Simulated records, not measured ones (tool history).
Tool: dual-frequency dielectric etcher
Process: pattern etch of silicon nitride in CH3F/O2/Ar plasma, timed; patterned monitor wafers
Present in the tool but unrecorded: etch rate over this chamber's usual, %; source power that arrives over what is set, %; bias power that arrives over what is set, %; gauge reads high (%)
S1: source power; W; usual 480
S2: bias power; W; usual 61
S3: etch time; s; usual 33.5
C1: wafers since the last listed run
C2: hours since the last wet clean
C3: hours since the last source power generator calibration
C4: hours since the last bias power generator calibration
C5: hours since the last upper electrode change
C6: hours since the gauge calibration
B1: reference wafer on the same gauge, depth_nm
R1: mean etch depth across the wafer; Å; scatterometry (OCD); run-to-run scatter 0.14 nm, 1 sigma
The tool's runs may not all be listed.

run	hour	S1	S2	S3	C1	C2	C3	C4	C5	C6	B1	R1
1	0	480	61	33.5	0	222.9	3172.1	2590	4017.7	104.9	27.86	240.6
2	26.2	480	61	33.5	234	249.1	3198.3	2616.2	4043.9	131.1	27.78	242.4
3	41.1	480	61	33.5	133	264	3213.2	2631.1	4058.8	146	27.8	241.4
4	75.9	480	61	33.5	310	298.8	3248	2665.9	4093.6	180.8	27.81	240.8
5	96.6	480	61	33.5	184	319.5	3268.7	2686.6	4114.3	201.5	27.77	240.3
6	130.7	480	61	33.5	304	353.6	3302.8	2720.7	4148.4	235.6	27.79	240.6
7	149.9	480	61	33.5	171	372.8	3322	2739.9	4167.6	254.8	27.77	241.3
8	169.7	480	61	33.5	176	392.6	3341.8	2759.7	4187.4	274.6	27.82	239.9
# hour 175.5: gauge calibrated
9	204.3	430	53	33.5	309	427.2	3376.4	2794.3	4222	28.8	27.81	217.4
10	223.6	430	53	33.5	172	446.5	3395.7	2813.6	4241.3	48.1	27.79	216.5
# hour 264.6: wet clean of the chamber
11	299.4	370	61	33.5	462	34.8	3471.5	2889.4	4317.1	123.9	27.77	224.4
# hour 381.6: bias power generator calibrated
12	400.5	480	75	33.5	867	135.9	3572.6	18.9	4418.2	225	27.84	266.8
# hour 434.1: source power generator calibrated
# hour 445.2: upper electrode replaced
13	445.7	520	52	30.5	268	181.1	11.6	64.1	0.5	270.2	27.81	204
14	447.1	480	61	28.5	12	182.5	13	65.5	1.9	271.6	27.74	203.6
15	477.4	480	73	33.5	270	212.8	43.3	95.8	32.2	301.9	27.88	262.9
16	506.1	410	67	30	256	241.5	72	124.5	60.9	330.6	27.8	216.9
# hour 510.2: gauge calibrated
17	529.6	540	74	33.5	209	265	95.5	148	84.4	19.4	27.81	273.1
18	543.9	480	61	33.5	127	279.3	109.8	162.3	98.7	33.7	27.77	239.5
19	566.5	480	61	33.5	201	301.9	132.4	184.9	121.3	56.3	27.77	240.3
20	578.9	590	49	37.5	110	314.3	144.8	197.3	133.7	68.7	27.79	256

List, for all runs, the conditions of the tool that the log does not record:
etch rate over this chamber's usual, %: 0, the same for each run
source power that arrives over what is set, %: 0, the same for each run
bias power that arrives over what is set, %: 0, the same for each run
gauge reads high (%): 0, the same for each run
